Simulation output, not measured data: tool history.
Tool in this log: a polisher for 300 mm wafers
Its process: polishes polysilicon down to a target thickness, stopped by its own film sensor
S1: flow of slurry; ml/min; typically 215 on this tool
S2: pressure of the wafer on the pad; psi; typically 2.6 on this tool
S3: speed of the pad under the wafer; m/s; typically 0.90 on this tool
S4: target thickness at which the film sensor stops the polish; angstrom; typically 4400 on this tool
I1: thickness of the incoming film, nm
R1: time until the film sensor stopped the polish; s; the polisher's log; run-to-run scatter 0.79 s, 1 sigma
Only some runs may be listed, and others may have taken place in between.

| run | hour | S1 | S2 | S3 | S4 | I1 | R1 |
|---|---|---|---|---|---|---|---|
| 1 | 0.0 | 235 | 2.0 | 0.90 | 4400 | 1008.5 | 90.7 |
| 2 | 55.3 | 235 | 2.0 | 0.90 | 4400 | 982.4 | 84.8 |
|  | 61.0 | worn pad replaced by a new one |
| 3 | 118.1 | 215 | 2.6 | 0.90 | 4400 | 993.6 | 75.8 |
| 4 | 160.8 | 215 | 2.6 | 0.90 | 4400 | 1009.7 | 77.1 |
|  | 206.1 | slurry nozzle cleaned |
| 5 | 259.3 | 215 | 2.6 | 0.90 | 4400 | 1007.6 | 75.7 |
| 6 | 356.8 | 215 | 2.6 | 0.90 | 4400 | 979.4 | 73.0 |
|  | 359.3 | head pressure recalibrated |
| 7 | 426.7 | 215 | 2.6 | 1.10 | 4400 | 993.7 | 61.4 |
|  | 456.0 | worn pad replaced by a new one |
| 8 | 502.8 | 215 | 2.6 | 0.90 | 3320 | 1005.9 | 89.5 |
| 9 | 593.0 | 215 | 2.6 | 0.90 | 3320 | 990.1 | 88.6 |
| 10 | 686.0 | 215 | 2.6 | 0.90 | 4400 | 1012.7 | 77.1 |
| 11 | 789.5 | 215 | 2.6 | 0.90 | 4400 | 1009.8 | 77.0 |
|  | 801.6 | slurry nozzle cleaned |
|  | 841.0 | worn pad replaced by a new one |
| 12 | 890.6 | 165 | 2.6 | 0.90 | 5420 | 1006.6 | 65.5 |
| 13 | 971.2 | 165 | 2.6 | 0.90 | 5420 | 1019.8 | 67.1 |
| 14 | 1047.9 | 215 | 1.8 | 0.90 | 3810 | 1003.4 | 101.5 |
| 15 | 1094.6 | 215 | 2.6 | 0.90 | 4400 | 988.5 | 74.5 |
| 16 | 1151.7 | 215 | 2.6 | 0.90 | 4400 | 1004.5 | 74.9 |
|  | 1208.9 | worn pad replaced by a new one |
|  | 1254.9 | head pressure recalibrated |
| 17 | 1255.4 | 215 | 2.6 | 0.90 | 3550 | 1005.4 | 88.5 |
| 18 | 1334.9 | 215 | 2.6 | 0.90 | 4400 | 1011.2 | 76.1 |
|  | 1337.7 | slurry nozzle cleaned |
| 19 | 1399.9 | 215 | 2.6 | 0.90 | 4400 | 978.2 | 72.2 |
| 20 | 1442.7 | 290 | 2.0 | 1.02 | 3620 | 999.4 | 86.6 |
| 21 | 1480.2 | 215 | 2.6 | 0.90 | 4400 | 998.7 | 75.8 |
| 22 | 1543.3 | 215 | 3.5 | 0.90 | 6240 | 1011.3 | 43.9 |
| 23 | 1588.2 | 215 | 2.6 | 0.90 | 5740 | 978.4 | 54.7 |
|  | 1605.0 | worn pad replaced by a new one |
| 24 | 1634.9 | 215 | 2.6 | 1.04 | 4400 | 987.0 | 64.4 |
| 25 | 1692.0 | 185 | 2.6 | 0.90 | 5350 | 991.3 | 62.7 |
| 26 | 1744.5 | 215 | 2.6 | 0.90 | 5040 | 1003.7 | 66.7 |

For each run, what was the tool's unlogged condition?
removal rate lost through wear of the pad, %: 0 in every run
slurry flow missing at the pad, %: 0 in every run
deviation of the head's pressure from its setpoint, %: 0 in every run
